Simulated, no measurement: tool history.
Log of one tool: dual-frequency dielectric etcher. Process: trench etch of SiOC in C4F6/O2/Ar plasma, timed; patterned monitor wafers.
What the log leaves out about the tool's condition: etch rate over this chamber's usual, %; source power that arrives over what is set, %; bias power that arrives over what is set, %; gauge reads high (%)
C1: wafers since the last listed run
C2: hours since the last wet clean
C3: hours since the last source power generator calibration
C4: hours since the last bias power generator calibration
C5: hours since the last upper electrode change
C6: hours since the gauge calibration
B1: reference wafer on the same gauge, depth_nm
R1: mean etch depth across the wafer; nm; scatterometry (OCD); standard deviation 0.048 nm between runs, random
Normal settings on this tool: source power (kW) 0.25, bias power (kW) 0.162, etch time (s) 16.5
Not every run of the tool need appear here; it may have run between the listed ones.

Run 1, hour 0: usual settings but source power (kW) 0.29; C1 0; C2 459.5; C3 3316; C4 1155.6; C5 3240.5; C6 853; B1 23.91. Result: R1 29.52 nm.
At hour 13.9: wet clean of the chamber.
Run 2, hour 55.1: usual settings but source power (kW) 0.29; C1 631; C2 41.2; C3 3371.1; C4 1210.7; C5 3295.6; C6 908.1; B1 23.9. Result: R1 29.56 nm.
Run 3, hour 218: usual settings but source power (kW) 0.29; C1 2496; C2 204.1; C3 3534; C4 1373.6; C5 3458.5; C6 1071; B1 23.9. Result: R1 29.54 nm.
Run 4, hour 286: usual settings; C1 1042; C2 272.1; C3 3602; C4 1441.6; C5 3526.5; C6 1139; B1 23.91. Result: R1 27.16 nm.
Run 5, hour 342.9: usual settings; C1 872; C2 329; C3 3658.9; C4 1498.5; C5 3583.4; C6 1195.9; B1 23.9. Result: R1 27.07 nm.
Run 6, hour 397.1: usual settings; C1 830; C2 383.2; C3 3713.1; C4 1552.7; C5 3637.6; C6 1250.1; B1 23.91. Result: R1 27.11 nm.
At hour 433.1: wet clean of the chamber.
Run 7, hour 433.6: usual settings; C1 191; C2 0.5; C3 3749.6; C4 1589.2; C5 3674.1; C6 1286.6; B1 23.89. Result: R1 27.1 nm.
Run 8, hour 499.9: usual settings; C1 1016; C2 66.8; C3 3815.9; C4 1655.5; C5 3740.4; C6 1352.9; B1 23.9. Result: R1 27.16 nm.
At hour 546.1: bias power generator calibrated.
Run 9, hour 560.9: usual settings; C1 873; C2 127.8; C3 3876.9; C4 14.8; C5 3801.4; C6 1413.9; B1 23.91. Result: R1 26.98 nm.
Run 10, hour 632.3: usual settings but source power (kW) 0.28, bias power (kW) 0.178; C1 1094; C2 199.2; C3 3948.3; C4 86.2; C5 3872.8; C6 1485.3; B1 23.9. Result: R1 29.18 nm.
Run 11, hour 701.6: usual settings but source power (kW) 0.23; C1 1062; C2 268.5; C3 4017.6; C4 155.5; C5 3942.1; C6 1554.6; B1 23.91. Result: R1 25.57 nm.
At hour 848.7: upper electrode replaced.
At hour 851.4: gauge calibrated.
At hour 865.3: source power generator calibrated.
Run 12, hour 869.7: usual settings but source power (kW) 0.29, bias power (kW) 0.198, etch time (s) 20; C1 2147; C2 436.6; C3 4.4; C4 323.6; C5 21; C6 18.3; B1 23.9. Result: R1 37.68 nm.
At hour 923.2: wet clean of the chamber.
Run 13, hour 1028.7: usual settings but source power (kW) 0.28, bias power (kW) 0.134; C1 2069; C2 105.5; C3 163.4; C4 482.6; C5 180; C6 177.3; B1 23.91. Result: R1 28.18 nm.
Run 14, hour 1087.5: usual settings but source power (kW) 0.31, etch time (s) 14.5; C1 901; C2 164.3; C3 222.2; C4 541.4; C5 238.8; C6 236.1; B1 23.9. Result: R1 27.16 nm.
Run 15, hour 1123.3: usual settings but source power (kW) 0.22, etch time (s) 13; C1 548; C2 200.1; C3 258; C4 577.2; C5 274.6; C6 271.9; B1 23.91. Result: R1 20.02 nm.
Run 16, hour 1298.9: usual settings but bias power (kW) 0.175; C1 2691; C2 375.7; C3 433.6; C4 752.8; C5 450.2; C6 447.5; B1 23.9. Result: R1 27.85 nm.
Run 17, hour 1366.8: usual settings but source power (kW) 0.28, bias power (kW) 0.197, etch time (s) 12.5; C1 1040; C2 443.6; C3 501.5; C4 820.7; C5 518.1; C6 515.4; B1 23.92. Result: R1 23.14 nm.

What differs in the tool's unlogged condition from the final listed run ahead of each entry between runs to the first listed run following it?
Between runs 1 and 2: wet clean of the chamber (hour 13.9)
  source power that arrives over what is set, %: -1.69 -> -1.78; bias power that arrives over what is set, %: 2.82 -> 3.02
  measured minus no-state result, R1: -0.13 -> -0.13 nm
Between runs 6 and 7: wet clean of the chamber (hour 433.1)
  source power that arrives over what is set, %: -2.32 -> -2.38; bias power that arrives over what is set, %: 4.41 -> 4.58
  measured minus no-state result, R1: -0.12 -> -0.13 nm
Between runs 8 and 9: bias power generator calibrated (hour 546.1)
  source power that arrives over what is set, %: -2.49 -> -2.6; bias power that arrives over what is set, %: 4.89 -> 0.377
  measured minus no-state result, R1: -0.12 -> -0.4 nm
Between runs 11 and 12: upper electrode replaced (hour 848.7); gauge calibrated (hour 851.4); source power generator calibrated (hour 865.3)
  source power that arrives over what is set, %: -2.85 -> 0.657; bias power that arrives over what is set, %: 0.412 -> 0.531
  measured minus no-state result, R1: -0.41 -> +0.18 nm
Between runs 12 and 13: wet clean of the chamber (hour 923.2)
  source power that arrives over what is set, %: 0.657 -> 0.651; bias power that arrives over what is set, %: 0.531 -> 0.72
  measured minus no-state result, R1: +0.18 -> +0.15 nm

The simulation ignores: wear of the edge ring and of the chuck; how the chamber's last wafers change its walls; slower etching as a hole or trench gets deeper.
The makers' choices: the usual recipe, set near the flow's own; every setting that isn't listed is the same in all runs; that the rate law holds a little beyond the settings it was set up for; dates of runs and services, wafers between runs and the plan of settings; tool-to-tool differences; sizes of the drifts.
